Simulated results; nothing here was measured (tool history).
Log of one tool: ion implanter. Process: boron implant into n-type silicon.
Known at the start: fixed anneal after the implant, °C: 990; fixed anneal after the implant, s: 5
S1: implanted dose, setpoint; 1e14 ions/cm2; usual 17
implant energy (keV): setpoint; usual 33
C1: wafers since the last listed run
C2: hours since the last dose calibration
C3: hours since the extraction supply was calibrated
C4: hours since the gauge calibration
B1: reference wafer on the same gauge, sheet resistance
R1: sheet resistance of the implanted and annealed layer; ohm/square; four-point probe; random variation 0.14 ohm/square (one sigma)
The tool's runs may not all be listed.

{"run": 1, "hour": 0.0, "S1": 17, "implant energy (keV)": 33, "C1": 0, "C2": 688.2, "C3": 2066.4, "C4": 151.8, "B1": 80.42, "R1": 80.9}
{"run": 2, "hour": 24.3, "S1": 17, "implant energy (keV)": 33, "C1": 496, "C2": 712.5, "C3": 2090.7, "C4": 176.1, "B1": 80.37, "R1": 81.07}
{"run": 3, "hour": 40.9, "S1": 19.05, "implant energy (keV)": 33, "C1": 339, "C2": 729.1, "C3": 2107.3, "C4": 192.7, "B1": 80.38, "R1": 76.21}
{"run": 4, "hour": 64.1, "S1": 19.05, "implant energy (keV)": 33, "C1": 474, "C2": 752.3, "C3": 2130.5, "C4": 215.9, "B1": 80.4, "R1": 75.99}
{"run": 5, "hour": 87.5, "S1": 17, "implant energy (keV)": 33, "C1": 478, "C2": 775.7, "C3": 2153.9, "C4": 239.3, "B1": 80.4, "R1": 81.05}
{"hour": 99.0, "done": "gauge calibrated"}
{"hour": 106.0, "done": "Faraday cup replaced and dose calibrated"}
{"run": 6, "hour": 106.5, "S1": 17, "implant energy (keV)": 25, "C1": 224, "C2": 0.5, "C3": 2172.9, "C4": 7.5, "B1": 80.37, "R1": 86}
{"run": 7, "hour": 115.9, "S1": 17, "implant energy (keV)": 25, "C1": 192, "C2": 9.9, "C3": 2182.3, "C4": 16.9, "B1": 80.37, "R1": 85.78}
{"hour": 126.3, "done": "extraction supply calibrated"}
{"run": 8, "hour": 142.7, "S1": 19.73, "implant energy (keV)": 29.5, "C1": 384, "C2": 36.7, "C3": 16.4, "C4": 43.7, "B1": 80.36, "R1": 77.62}
{"run": 9, "hour": 162.4, "S1": 15.3, "implant energy (keV)": 25, "C1": 402, "C2": 56.4, "C3": 36.1, "C4": 63.4, "B1": 80.39, "R1": 90.2}
{"run": 10, "hour": 177.1, "S1": 17, "implant energy (keV)": 33, "C1": 300, "C2": 71.1, "C3": 50.8, "C4": 78.1, "B1": 80.44, "R1": 82.95}
{"run": 11, "hour": 192.1, "S1": 20.67, "implant energy (keV)": 42, "C1": 306, "C2": 86.1, "C3": 65.8, "C4": 93.1, "B1": 80.47, "R1": 72.95}
{"run": 12, "hour": 225.2, "S1": 17, "implant energy (keV)": 23, "C1": 676, "C2": 119.2, "C3": 98.9, "C4": 126.2, "B1": 80.39, "R1": 86.19}
{"run": 13, "hour": 240.0, "S1": 12.16, "implant energy (keV)": 33, "C1": 302, "C2": 134, "C3": 113.7, "C4": 141, "B1": 80.35, "R1": 101.65}
{"run": 14, "hour": 255.1, "S1": 13.57, "implant energy (keV)": 23.5, "C1": 308, "C2": 149.1, "C3": 128.8, "C4": 156.1, "B1": 80.34, "R1": 97.14}
{"run": 15, "hour": 288.3, "S1": 17, "implant energy (keV)": 33, "C1": 678, "C2": 182.3, "C3": 162, "C4": 189.3, "B1": 80.42, "R1": 82.33}

How the hidden state differs across the entries between the runs, from the last listed run before each to the first after it:
Between runs 5 and 6: gauge calibrated (hour 99); Faraday cup replaced and dose calibrated (hour 106)
  deviation of the true dose from the Faraday cup's reading, %: 5.15 -> -0.462
  measured less the result without the state, R1: -2.29 -> +0.21 ohm/square
Between runs 7 and 8: extraction supply calibrated (hour 126.3)
  deviation of the true dose from the Faraday cup's reading, %: -0.303 -> 0.125
  measured less the result without the state, R1: +0.14 -> -0.04 ohm/square
